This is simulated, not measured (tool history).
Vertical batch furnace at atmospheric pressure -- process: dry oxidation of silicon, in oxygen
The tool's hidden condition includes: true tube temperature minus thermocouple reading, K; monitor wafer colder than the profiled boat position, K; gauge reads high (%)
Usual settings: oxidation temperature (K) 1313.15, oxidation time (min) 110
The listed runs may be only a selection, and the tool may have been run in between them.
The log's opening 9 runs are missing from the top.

run	hour	oxidation temperature (K)	oxidation time (min)	wafers since the last listed run	hours since the last temperature calibration	hours since the boat lift was adjusted	hours since the gauge calibration	read-back reference wafer on the same gauge, thickness	oxide thickness on the monitor wafer (angstrom)
10	731.1	1313.15	110	818	3904.4	2137.5	3058.2	145.98	1448.2
11	770.2	1313.15	110	491	3943.5	2176.6	3097.3	145.98	1448.7
12	846.8	1313.15	110	962	4020.1	2253.2	3173.9	146.05	1453.5
13	954.8	1313.15	110	1357	4128.1	2361.2	3281.9	146.01	1460.8
# hour 1016.6: gauge calibrated
14	1037.6	1313.15	110	1040	4210.9	2444	21	145.95	1450.9
15	1092.8	1327.15	145.5	693	4266.1	2499.2	76.2	146.08	1863.7
16	1146.9	1313.15	110	679	4320.2	2553.3	130.3	145.94	1452.3
17	1229	1313.15	110	1031	4402.3	2635.4	212.4	146.01	1458.7
# hour 1274.8: thermocouples replaced and temperature profile calibrated
# hour 1294.7: boat lift adjusted
18	1295.2	1331.15	88.5	280	20.4	0.5	278.6	146	1392.6
19	1371.3	1313.15	110	956	96.5	76.6	354.7	146.03	1443.4
20	1671	1295.15	149	3765	396.2	376.3	654.4	146.15	1550.7
21	1793.6	1327.15	61	1540	518.8	498.9	777	146.07	1079.8
22	1901	1290.15	110	1349	626.2	606.3	884.4	145.96	1247.5
23	1939.7	1313.15	110	486	664.9	645	923.1	146.07	1432.3
24	2045.6	1326.15	110	1330	770.8	750.9	1029	146.02	1540.4
25	2143.1	1313.15	129.5	1225	868.3	848.4	1126.5	145.96	1572.9
26	2244	1302.15	110	1267	969.2	949.3	1227.4	145.88	1344.9
27	2285.3	1293.15	65.5	518	1010.5	990.6	1268.7	146.01	926.7
28	2364.7	1313.15	137	997	1089.9	1070	1348.1	146.05	1633.3
29	2449.7	1305.15	91	1068	1174.9	1155	1433.1	146.04	1220.4
30	2554.8	1313.15	110	1320	1280	1260.1	1538.2	145.91	1424.9
31	2602.5	1319.15	110	599	1327.7	1307.8	1585.9	145.88	1469.5
32	2705.2	1297.15	110	1290	1430.4	1410.5	1688.6	146.09	1302.2
33	2785.5	1296.15	157	1009	1510.7	1490.8	1768.9	146.01	1603.2
34	2846.7	1313.15	110	769	1571.9	1552	1830.1	146.02	1429.8

What if the next run were any one of these 4? Each begins from the tool's condition after run 34:
A	2851.8	1313.15	110	64	1577	1557.1	1835.2	?	?
B	2851.8	1294.15	110	64	1577	1557.1	1835.2	?	?
C	2851.8	1289.15	61.5	64	1577	1557.1	1835.2	?	?
D	2851.8	1295.15	62.5	64	1577	1557.1	1835.2	?	?

run	read-back reference wafer on the same gauge, thickness	oxide thickness on the monitor wafer (angstrom)
A	146.02	1426
B	146.02	1275.4
C	146.02	862
D	146.02	906.3
Without the tool's unlogged condition, the same runs would have read:
run	oxide thickness on the monitor wafer (angstrom)
A	1434.9
B	1284.4
C	868.6
D	912.8
